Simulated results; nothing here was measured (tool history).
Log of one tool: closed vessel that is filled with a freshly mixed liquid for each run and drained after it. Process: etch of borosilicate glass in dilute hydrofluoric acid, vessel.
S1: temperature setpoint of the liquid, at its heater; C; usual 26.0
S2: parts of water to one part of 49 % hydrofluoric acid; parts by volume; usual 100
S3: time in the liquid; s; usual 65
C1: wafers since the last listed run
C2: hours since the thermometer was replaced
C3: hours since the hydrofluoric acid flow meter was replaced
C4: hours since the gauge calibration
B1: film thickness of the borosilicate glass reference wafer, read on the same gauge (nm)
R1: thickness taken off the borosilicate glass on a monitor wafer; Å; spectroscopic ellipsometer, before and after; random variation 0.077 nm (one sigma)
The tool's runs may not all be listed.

run 1 hour=0.0 | S1=26.0 S2=100 S3=65 | C1=0 C2=1855.1 C3=358.2 C4=436.7 | B1=109.99 | R1=147.6
run 2 hour=49.1 | S1=26.0 S2=100 S3=65 | C1=6238 C2=1904.2 C3=407.3 C4=485.8 | B1=110.01 | R1=148.3
run 3 hour=100.5 | S1=26.0 S2=100 S3=65 | C1=6530 C2=1955.6 C3=458.7 C4=537.2 | B1=110.00 | R1=149.1
run 4 hour=120.1 | S1=26.0 S2=100 S3=65 | C1=2490 C2=1975.2 C3=478.3 C4=556.8 | B1=110.01 | R1=146.8
run 5 hour=127.4 | S1=26.0 S2=100 S3=65 | C1=927 C2=1982.5 C3=485.6 C4=564.1 | B1=109.97 | R1=148.4
run 6 hour=142.2 | S1=26.0 S2=100 S3=65 | C1=1880 C2=1997.3 C3=500.4 C4=578.9 | B1=109.99 | R1=148.0
run 7 hour=150.0 | S1=26.0 S2=60 S3=65 | C1=991 C2=2005.1 C3=508.2 C4=586.7 | B1=110.01 | R1=262.7
run 8 hour=164.5 | S1=26.0 S2=60 S3=65 | C1=1842 C2=2019.6 C3=522.7 C4=601.2 | B1=110.02 | R1=263.6
run 9 hour=170.6 | S1=26.0 S2=60 S3=65 | C1=775 C2=2025.7 C3=528.8 C4=607.3 | B1=110.02 | R1=264.0
-- hour=195.9 gauge calibrated
run 10 hour=213.1 | S1=26.0 S2=115 S3=65 | C1=5399 C2=2068.2 C3=571.3 C4=17.2 | B1=109.99 | R1=127.6
run 11 hour=223.5 | S1=26.0 S2=115 S3=65 | C1=1321 C2=2078.6 C3=581.7 C4=27.6 | B1=110.01 | R1=127.7
run 12 hour=234.9 | S1=26.0 S2=115 S3=65 | C1=1448 C2=2090.0 C3=593.1 C4=39.0 | B1=110.03 | R1=127.6
run 13 hour=252.4 | S1=26.0 S2=100 S3=65 | C1=2223 C2=2107.5 C3=610.6 C4=56.5 | B1=110.00 | R1=150.5
run 14 hour=269.9 | S1=26.0 S2=100 S3=65 | C1=2223 C2=2125.0 C3=628.1 C4=74.0 | B1=109.98 | R1=149.2
run 15 hour=280.7 | S1=26.0 S2=140 S3=65 | C1=1372 C2=2135.8 C3=638.9 C4=84.8 | B1=110.03 | R1=102.2
-- hour=291.4 thermometer replaced
run 16 hour=295.8 | S1=26.0 S2=140 S3=85 | C1=1791 C2=4.4 C3=654.0 C4=99.9 | B1=109.99 | R1=122.1
run 17 hour=312.5 | S1=26.0 S2=100 S3=55 | C1=2121 C2=21.1 C3=670.7 C4=116.6 | B1=110.01 | R1=117.0
-- hour=327.1 hydrofluoric acid flow meter replaced
run 18 hour=330.3 | S1=23.0 S2=50 S3=65 | C1=2134 C2=38.9 C3=3.2 C4=134.4 | B1=109.98 | R1=259.8
run 19 hour=338.9 | S1=24.0 S2=100 S3=105 | C1=1092 C2=47.5 C3=11.8 C4=143.0 | B1=109.99 | R1=204.0
run 20 hour=350.6 | S1=26.0 S2=100 S3=65 | C1=1486 C2=59.2 C3=23.5 C4=154.7 | B1=109.99 | R1=137.8
run 21 hour=359.6 | S1=30.5 S2=85 S3=45 | C1=1143 C2=68.2 C3=32.5 C4=163.7 | B1=109.99 | R1=136.6
run 22 hour=403.7 | S1=26.0 S2=65 S3=95 | C1=5603 C2=112.3 C3=76.6 C4=207.8 | B1=110.00 | R1=324.0
run 23 hour=420.3 | S1=27.5 S2=60 S3=65 | C1=2109 C2=128.9 C3=93.2 C4=224.4 | B1=109.99 | R1=258.0
run 24 hour=430.5 | S1=23.5 S2=100 S3=65 | C1=1295 C2=139.1 C3=103.4 C4=234.6 | B1=109.99 | R1=124.4
run 25 hour=445.5 | S1=26.0 S2=100 S3=65 | C1=1905 C2=154.1 C3=118.4 C4=249.6 | B1=110.01 | R1=137.7
run 26 hour=459.8 | S1=29.5 S2=130 S3=35 | C1=1816 C2=168.4 C3=132.7 C4=263.9 | B1=109.99 | R1=63.1
run 27 hour=470.5 | S1=26.0 S2=115 S3=65 | C1=1359 C2=179.1 C3=143.4 C4=274.6 | B1=110.01 | R1=118.3
run 28 hour=479.3 | S1=29.0 S2=140 S3=90 | C1=1118 C2=187.9 C3=152.2 C4=283.4 | B1=110.02 | R1=145.9
run 29 hour=486.0 | S1=22.0 S2=100 S3=65 | C1=851 C2=194.6 C3=158.9 C4=290.1 | B1=110.00 | R1=118.8
run 30 hour=500.8 | S1=21.0 S2=65 S3=40 | C1=1880 C2=209.4 C3=173.7 C4=304.9 | B1=109.99 | R1=111.6
run 31 hour=515.7 | S1=22.0 S2=145 S3=65 | C1=1893 C2=224.3 C3=188.6 C4=319.8 | B1=110.03 | R1=78.0
run 32 hour=529.6 | S1=30.0 S2=100 S3=65 | C1=1766 C2=238.2 C3=202.5 C4=333.7 | B1=110.00 | R1=160.8
run 33 hour=541.9 | S1=26.0 S2=100 S3=65 | C1=1562 C2=250.5 C3=214.8 C4=346.0 | B1=110.00 | R1=138.5
run 34 hour=556.8 | S1=26.0 S2=100 S3=30 | C1=1893 C2=265.4 C3=229.7 C4=360.9 | B1=110.02 | R1=63.8

Hidden state or all else? Some run-to-run changes of R1, split into what the settings, what came in and random variation would give without the hidden state, and what is left for the hidden state (with any gauge scatter that isn't in both results):
The hidden state here: liquid hotter than its thermometer reads (K); hydrofluoric acid flow below the setpoint (%); gauge reads high (%).
Run 6 -> 7: S2 100 -> 60. R1 +114.7 Å: hidden state +12.1, all else +102.6.
Run 9 -> 10: S2 60 -> 115, gauge calibrated. R1 -136.4 Å: hidden state -14.3, all else -122.1.
Run 15 -> 16: S3 65 -> 85, thermometer replaced. R1 +19.9 Å: hidden state -7.7, all else +27.6.
Run 17 -> 18: S1 26.0 -> 23.0, S2 100 -> 50, S3 55 -> 65, hydrofluoric acid flow meter replaced. R1 +142.8 Å: hidden state +3.8, all else +139.0.
Run 21 -> 22: S1 30.5 -> 26.0, S2 85 -> 65, S3 45 -> 95. R1 +187.4 Å: hidden state +5.5, all else +181.9.
